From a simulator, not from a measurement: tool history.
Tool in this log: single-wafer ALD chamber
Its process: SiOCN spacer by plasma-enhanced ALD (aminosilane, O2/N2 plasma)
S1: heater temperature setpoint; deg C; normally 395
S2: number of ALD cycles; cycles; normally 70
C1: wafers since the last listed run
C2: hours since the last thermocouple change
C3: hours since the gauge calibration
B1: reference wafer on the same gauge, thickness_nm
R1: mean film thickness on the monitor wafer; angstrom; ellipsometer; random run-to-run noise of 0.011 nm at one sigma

run 1 hour=0.0 | S1=395 S2=70 | C1=0 C2=1561.9 C3=193.5 | B1=4.806 | R1=44.23
run 2 hour=58.4 | S1=395 S2=70 | C1=295 C2=1620.3 C3=251.9 | B1=4.804 | R1=44.00
run 3 hour=90.4 | S1=390 S2=63 | C1=161 C2=1652.3 C3=283.9 | B1=4.805 | R1=39.66
run 4 hour=160.7 | S1=390 S2=63 | C1=355 C2=1722.6 C3=354.2 | B1=4.806 | R1=39.75
run 5 hour=209.6 | S1=395 S2=70 | C1=247 C2=1771.5 C3=403.1 | B1=4.799 | R1=44.17
run 6 hour=241.0 | S1=395 S2=70 | C1=158 C2=1802.9 C3=434.5 | B1=4.798 | R1=44.10
run 7 hour=270.5 | S1=395 S2=70 | C1=149 C2=1832.4 C3=464.0 | B1=4.803 | R1=44.12
run 8 hour=309.1 | S1=395 S2=59 | C1=195 C2=1871.0 C3=502.6 | B1=4.798 | R1=37.15
run 9 hour=345.4 | S1=395 S2=59 | C1=183 C2=1907.3 C3=538.9 | B1=4.796 | R1=37.18
run 10 hour=398.0 | S1=395 S2=59 | C1=265 C2=1959.9 C3=591.5 | B1=4.792 | R1=37.15
run 11 hour=425.3 | S1=395 S2=61 | C1=138 C2=1987.2 C3=618.8 | B1=4.797 | R1=38.32
run 12 hour=486.3 | S1=395 S2=70 | C1=308 C2=2048.2 C3=679.8 | B1=4.792 | R1=43.90
run 13 hour=550.6 | S1=395 S2=70 | C1=325 C2=2112.5 C3=744.1 | B1=4.789 | R1=44.08
-- hour=660.9 thermocouple changed; heater temperature recalibrated
run 14 hour=691.9 | S1=395 S2=70 | C1=674 C2=31.0 C3=885.4 | B1=4.786 | R1=43.91
run 15 hour=717.3 | S1=395 S2=70 | C1=128 C2=56.4 C3=910.8 | B1=4.788 | R1=44.14
run 16 hour=787.4 | S1=395 S2=57 | C1=354 C2=126.5 C3=980.9 | B1=4.776 | R1=35.83
run 17 hour=847.0 | S1=385 S2=78 | C1=301 C2=186.1 C3=1040.5 | B1=4.767 | R1=48.75
run 18 hour=877.7 | S1=409 S2=78 | C1=155 C2=216.8 C3=1071.2 | B1=4.767 | R1=47.79
run 19 hour=931.6 | S1=395 S2=70 | C1=272 C2=270.7 C3=1125.1 | B1=4.770 | R1=43.82
run 20 hour=960.5 | S1=395 S2=79 | C1=146 C2=299.6 C3=1154.0 | B1=4.770 | R1=49.45
run 21 hour=993.2 | S1=381 S2=64 | C1=165 C2=332.3 C3=1186.7 | B1=4.761 | R1=39.96
run 22 hour=1033.7 | S1=406 S2=79 | C1=204 C2=372.8 C3=1227.2 | B1=4.763 | R1=48.70
run 23 hour=1105.0 | S1=395 S2=74 | C1=360 C2=444.1 C3=1298.5 | B1=4.757 | R1=46.31
-- hour=1135.3 gauge calibrated
run 24 hour=1269.6 | S1=404 S2=75 | C1=832 C2=608.7 C3=134.3 | B1=4.804 | R1=46.80
run 25 hour=1337.0 | S1=395 S2=70 | C1=340 C2=676.1 C3=201.7 | B1=4.799 | R1=44.01
run 26 hour=1370.9 | S1=395 S2=70 | C1=171 C2=710.0 C3=235.6 | B1=4.802 | R1=44.09
run 27 hour=1422.5 | S1=381 S2=65 | C1=260 C2=761.6 C3=287.2 | B1=4.799 | R1=41.04
run 28 hour=1478.3 | S1=395 S2=70 | C1=282 C2=817.4 C3=343.0 | B1=4.797 | R1=44.05

Branching from run 28: 3 alternative next runs. What would each branch give?
run A hour=1478.8 | S1=395 S2=70 | C1=2 C2=817.9 C3=343.5 | B1=? | R1=?
run B hour=1478.8 | S1=385 S2=66 | C1=2 C2=817.9 C3=343.5 | B1=? | R1=?
run C hour=1478.8 | S1=387 S2=62 | C1=2 C2=817.9 C3=343.5 | B1=? | R1=?

run=A B1=4.798 R1=44.20
run=B B1=4.798 R1=41.67
run=C B1=4.798 R1=39.15
The same runs, with their run-to-run variation unchanged, on a tool lacking any hidden condition would have given:
run=A R1=44.21
run=B R1=41.69
run=C R1=39.16

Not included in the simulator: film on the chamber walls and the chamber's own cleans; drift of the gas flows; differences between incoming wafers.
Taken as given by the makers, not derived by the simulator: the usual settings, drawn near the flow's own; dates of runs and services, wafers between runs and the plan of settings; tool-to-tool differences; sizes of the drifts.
